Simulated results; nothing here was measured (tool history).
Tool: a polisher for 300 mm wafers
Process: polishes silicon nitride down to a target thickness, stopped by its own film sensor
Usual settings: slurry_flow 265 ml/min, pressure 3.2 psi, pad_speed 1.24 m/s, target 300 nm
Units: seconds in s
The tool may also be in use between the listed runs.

run	hour	slurry_flow	pressure	pad_speed	target	wafers since the last listed run	wafers polished on this pad	hours since the slurry nozzle was cleaned	hours since the head pressure was calibrated	incoming thickness of the incoming film, nm	seconds
1	0.0	265	3.2	1.24	300	0	1280	269.4	183.8	457.3	90.1
# hour 32.4: slurry nozzle cleaned
# hour 52.6: worn pad replaced by a new one
2	102.6	265	3.0	1.44	300	612	313	70.2	286.4	461.4	84.0
3	203.6	265	3.2	1.24	339	633	947	171.2	387.4	459.3	68.9
# hour 236.5: head pressure recalibrated
4	294.6	265	3.2	1.24	339	558	1505	262.2	58.1	457.0	67.2
# hour 315.2: worn pad replaced by a new one
# hour 322.3: slurry nozzle cleaned
5	391.7	265	3.2	1.24	300	577	473	69.4	155.2	463.3	102.8
6	477.8	265	3.2	1.24	300	539	1013	155.5	241.3	463.1	103.5
7	521.8	265	3.2	1.24	300	275	1289	199.5	285.3	463.5	104.8
# hour 588.6: slurry nozzle cleaned
8	598.7	220	4.0	1.24	300	475	1765	10.1	362.2	451.4	79.3
# hour 603.1: worn pad replaced by a new one, repeated, since the last time left the tool worse
# hour 636.7: head pressure recalibrated
9	658.9	220	4.0	1.24	300	339	337	70.3	22.2	454.6	70.4
10	706.5	220	4.0	1.24	300	298	635	117.9	69.8	466.6	78.0
11	767.7	265	3.2	1.24	248	383	1019	179.1	131.0	462.0	121.8
12	874.9	265	3.2	1.24	300	672	1691	286.3	238.2	465.7	95.7
# hour 889.5: slurry nozzle cleaned
# hour 892.6: worn pad replaced by a new one
13	940.9	265	3.2	1.60	265	388	302	51.4	304.2	458.5	87.6
# hour 998.1: head pressure recalibrated
14	1012.4	265	3.2	1.24	300	435	738	122.9	14.3	458.6	89.2
15	1077.7	265	3.2	1.24	300	409	1148	188.2	79.6	456.5	90.7
16	1168.5	265	2.9	1.24	300	569	1717	279.0	170.4	466.2	104.9
# hour 1180.0: slurry nozzle cleaned
# hour 1202.2: worn pad replaced by a new one
17	1210.4	240	3.2	1.24	335	231	51	30.4	212.3	462.5	70.1
18	1264.4	340	3.2	1.50	300	338	390	84.4	266.3	462.6	76.5
# hour 1342.9: head pressure recalibrated
19	1353.5	265	3.2	1.58	353	546	936	173.5	10.6	453.9	46.6
20	1422.1	265	3.2	1.56	300	430	1366	242.1	79.2	454.7	72.5

3 ways to go on from here, each from the tool as it stands after run 20. What would each give?
A	1422.5	235	3.2	1.24	300	2	1369	242.5	79.6	453.8	?
B	1422.5	230	2.4	1.40	254	2	1369	242.5	79.6	453.8	?
C	1422.5	335	4.0	1.58	300	2	1369	242.5	79.6	453.8	?

run	seconds
A	88.3
B	139.1
C	56.1
Without the tool's hidden state the same runs would have given:
run	seconds
A	83.1
B	130.9
C	52.8
